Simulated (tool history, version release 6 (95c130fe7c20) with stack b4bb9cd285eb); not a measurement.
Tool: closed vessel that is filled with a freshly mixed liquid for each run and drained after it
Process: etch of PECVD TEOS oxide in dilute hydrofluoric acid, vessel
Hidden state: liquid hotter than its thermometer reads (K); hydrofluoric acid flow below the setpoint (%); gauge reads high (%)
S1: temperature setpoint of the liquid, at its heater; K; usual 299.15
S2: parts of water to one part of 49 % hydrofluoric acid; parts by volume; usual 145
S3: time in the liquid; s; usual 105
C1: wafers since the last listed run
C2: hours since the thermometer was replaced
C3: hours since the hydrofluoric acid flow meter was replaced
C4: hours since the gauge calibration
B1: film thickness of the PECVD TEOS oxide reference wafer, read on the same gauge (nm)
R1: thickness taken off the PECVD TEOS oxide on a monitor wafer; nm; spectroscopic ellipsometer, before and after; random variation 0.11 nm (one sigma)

run   hour      S1   S2   S3    C1      C2      C3     C4      B1     R1
  1      0  299.15  145  105     0  1026.2  1032.8  182.2   99.99  20.12
  2   14.3  299.15  145  105  1103  1040.5  1047.1  196.5  100.04  19.94
  3   30.3  299.15  120  105  1234  1056.5  1063.1  212.5  100.01  25.15
  4   43.9  299.15  120  105  1049  1070.1  1076.7  226.1  100.01  25.19
  5   49.9  299.15  145  105   462  1076.1  1082.7  232.1   99.98  20.05
  6   59.6  299.15  145  105   748  1085.8  1092.4  241.8  100.03  19.93
  7   73.4  299.15  145  105  1064  1099.6  1106.2  255.6  100.01  20.19
  8   86.2  299.15  145  105   987  1112.4    1119  268.4   99.95  20.04
  9  102.1  299.15  145  105  1226  1128.3  1134.9  284.3     100  20.08
 10  110.5  299.15  145  105   648  1136.7  1143.3  292.7     100  19.97
 11  117.8  299.15  145  105   563    1144  1150.6    300     100  20.03
 12  135.1  295.65  145  105  1334  1161.3  1167.9  317.3  100.03  17.51
 13  147.2  299.15  190  105   933  1173.4    1180  329.4   99.98   14.4
 14  154.2  302.65  110   45   540  1180.4    1187  336.4  100.02  13.39
 15  161.2  301.65  120   55   540  1187.4    1194  343.4     100  14.34
 16  176.9  299.15  145  105  1211  1203.1  1209.7  359.1   99.97  19.88
     179.6  -- gauge calibrated
 17  183.9  299.15  145  105   540  1210.1  1216.7    4.3   99.99  19.91
 18  200.3  299.15   80   60  1265  1226.5  1233.1   20.7  100.01  22.49
 19  211.1  297.15  200  135   833  1237.3  1243.9   31.5  100.03     16
 20  227.1  294.65  145   90  1234  1253.3  1259.9   47.5  100.02   14.3
       234  -- thermometer replaced
 21  234.4  299.15  145  105   486     0.4  1267.2   54.8   99.95  19.83
 22    250  302.65   85  105  1203      16  1282.8   70.4   99.99  41.84
     256.5  -- hydrofluoric acid flow meter replaced
 23  265.9  299.15  145  105  1149    31.9     9.4   86.3   99.99  22.07
 24  281.3  296.65  145  105  1188    47.3    24.8  101.7  100.02  20.17
 25  290.3  299.15  145  105   694    56.3    33.8  110.7  100.01   22.3
 26  305.9  299.15  145   45  1203    71.9    49.4  126.3   99.98   9.42
 27  314.6  301.65  210  105   671    80.6    58.1    135  100.01  15.46
 28  332.4  294.65  170  140  1373    98.4    75.9  152.8     100  20.45
 29  347.3  299.15  145  105  1149   113.3    90.8  167.7     100  21.98
 30  360.1  299.15  145  105   987   126.1   103.6  180.5  100.01  21.85
 31  373.1  299.15  145  170  1003   139.1   116.6  193.5   99.98  35.63
 32  386.8  299.15  200  105  1057   152.8   130.3  207.2   99.96  14.87

Forecast each of these 5 alternatives for the next run:
  A  387.5  299.15  145  105  54  153.5  131  207.9   ?   ?
  B  387.5  299.15  170  155  54  153.5  131  207.9   ?   ?
  C  387.5  302.65   75  155  54  153.5  131  207.9   ?   ?
  D  387.5  300.65  115   40  54  153.5  131  207.9   ?   ?
  E  387.5  294.15  145  145  54  153.5  131  207.9   ?   ?

run      B1     R1
  A  100.04  21.98
  B  100.04  26.86
  C  100.04  78.64
  D  100.04   11.6
  E  100.04  25.03
Without the tool's hidden state the same runs would have given:
run     R1
  A  22.23
  B  27.17
  C  79.49
  D  11.73
  E  25.31
